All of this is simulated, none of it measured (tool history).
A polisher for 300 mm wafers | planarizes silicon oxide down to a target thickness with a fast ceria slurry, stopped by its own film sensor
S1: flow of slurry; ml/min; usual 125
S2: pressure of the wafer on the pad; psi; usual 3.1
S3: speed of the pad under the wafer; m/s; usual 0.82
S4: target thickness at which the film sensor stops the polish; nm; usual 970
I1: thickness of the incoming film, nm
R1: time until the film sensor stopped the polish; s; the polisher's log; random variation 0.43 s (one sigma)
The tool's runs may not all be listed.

run 1 day=0 | S1=125 S2=3.1 S3=0.82 S4=970 | I1=1761.1 | R1=50.1
run 2 day=0.479 | S1=125 S2=3.1 S3=0.82 S4=970 | I1=1736.6 | R1=49.5
run 3 day=0.783 | S1=125 S2=3.1 S3=0.7 S4=970 | I1=1726.6 | R1=56.7
run 4 day=1.204 | S1=125 S2=3.1 S3=0.7 S4=970 | I1=1788.1 | R1=62.1
run 5 day=3.038 | S1=125 S2=3.8 S3=0.82 S4=970 | I1=1772.5 | R1=42.3
run 6 day=3.488 | S1=125 S2=3.1 S3=0.82 S4=970 | I1=1768.1 | R1=52.1
run 7 day=3.904 | S1=125 S2=3.1 S3=0.82 S4=970 | I1=1736 | R1=49.8
run 8 day=4.325 | S1=125 S2=3.1 S3=0.82 S4=970 | I1=1744.2 | R1=50.8
run 9 day=4.862 | S1=125 S2=3.1 S3=0.82 S4=970 | I1=1771.1 | R1=53.3
run 10 day=5.396 | S1=125 S2=3.1 S3=0.82 S4=1113 | I1=1734.4 | R1=40.8
run 11 day=5.988 | S1=125 S2=3.1 S3=0.82 S4=1113 | I1=1760.3 | R1=42.4
-- day=6.558 worn pad replaced by a new one
run 12 day=6.579 | S1=125 S2=3.1 S3=0.82 S4=1113 | I1=1735.7 | R1=43.3
-- day=6.958 slurry nozzle cleaned
run 13 day=7.154 | S1=125 S2=3.1 S3=0.82 S4=970 | I1=1768.7 | R1=55.4
run 14 day=7.688 | S1=125 S2=3.1 S3=0.82 S4=970 | I1=1731.7 | R1=53.4
-- day=8.454 worn pad replaced by a new one, repeated, since the last time left the tool worse
run 15 day=8.475 | S1=145 S2=2.5 S3=1 S4=1171 | I1=1729.7 | R1=34.6
run 16 day=8.804 | S1=125 S2=3.1 S3=1.04 S4=1143 | I1=1766.1 | R1=31
run 17 day=9.488 | S1=80 S2=2.2 S3=0.74 S4=970 | I1=1776.4 | R1=85.8
run 18 day=9.788 | S1=125 S2=3.1 S3=0.82 S4=970 | I1=1788.3 | R1=52
run 19 day=10.508 | S1=125 S2=3.1 S3=0.82 S4=970 | I1=1722.2 | R1=48.2
run 20 day=11.071 | S1=145 S2=4 S3=0.82 S4=735 | I1=1780.7 | R1=51
-- day=11.221 head pressure recalibrated
run 21 day=11.354 | S1=125 S2=3.1 S3=0.82 S4=970 | I1=1769.2 | R1=51.5
run 22 day=11.808 | S1=95 S2=2.2 S3=0.82 S4=1159 | I1=1747.5 | R1=55.2
run 23 day=12.312 | S1=90 S2=2.3 S3=1.04 S4=1234 | I1=1765 | R1=38
run 24 day=12.783 | S1=85 S2=3.1 S3=0.82 S4=1168 | I1=1770.9 | R1=42
run 25 day=13.204 | S1=110 S2=2.2 S3=0.74 S4=970 | I1=1747.7 | R1=79.4
run 26 day=13.838 | S1=125 S2=3.1 S3=0.82 S4=1048 | I1=1738.8 | R1=45.2
run 27 day=14.096 | S1=125 S2=3.4 S3=0.82 S4=970 | I1=1796.8 | R1=49.4
run 28 day=14.358 | S1=85 S2=3.1 S3=0.68 S4=970 | I1=1764.7 | R1=67.7
run 29 day=14.896 | S1=125 S2=3.1 S3=0.82 S4=1113 | I1=1765.9 | R1=43.1

What the log doesn't show, run by run:
slurry flow missing at the pad, %: 0 in every run
deviation of the head's pressure from its setpoint, %: 0 in every run
H1: removal rate lost through wear of the pad, %
run=1 H1=0.934
run=2 H1=1.74
run=3 H1=2.17
run=4 H1=2.68
run=5 H1=4.06
run=6 H1=4.26
run=7 H1=4.41
run=8 H1=4.54
run=9 H1=4.67
run=10 H1=4.77
run=11 H1=4.86
run=12 H1=9.05
run=13 H1=10.1
run=14 H1=10.9
run=15 H1=0.292
run=16 H1=0.943
run=17 H1=2.03
run=18 H1=2.41
run=19 H1=3.14
run=20 H1=3.57
run=21 H1=3.75
run=22 H1=3.99
run=23 H1=4.21
run=24 H1=4.37
run=25 H1=4.5
run=26 H1=4.64
run=27 H1=4.69
run=28 H1=4.73
run=29 H1=4.81

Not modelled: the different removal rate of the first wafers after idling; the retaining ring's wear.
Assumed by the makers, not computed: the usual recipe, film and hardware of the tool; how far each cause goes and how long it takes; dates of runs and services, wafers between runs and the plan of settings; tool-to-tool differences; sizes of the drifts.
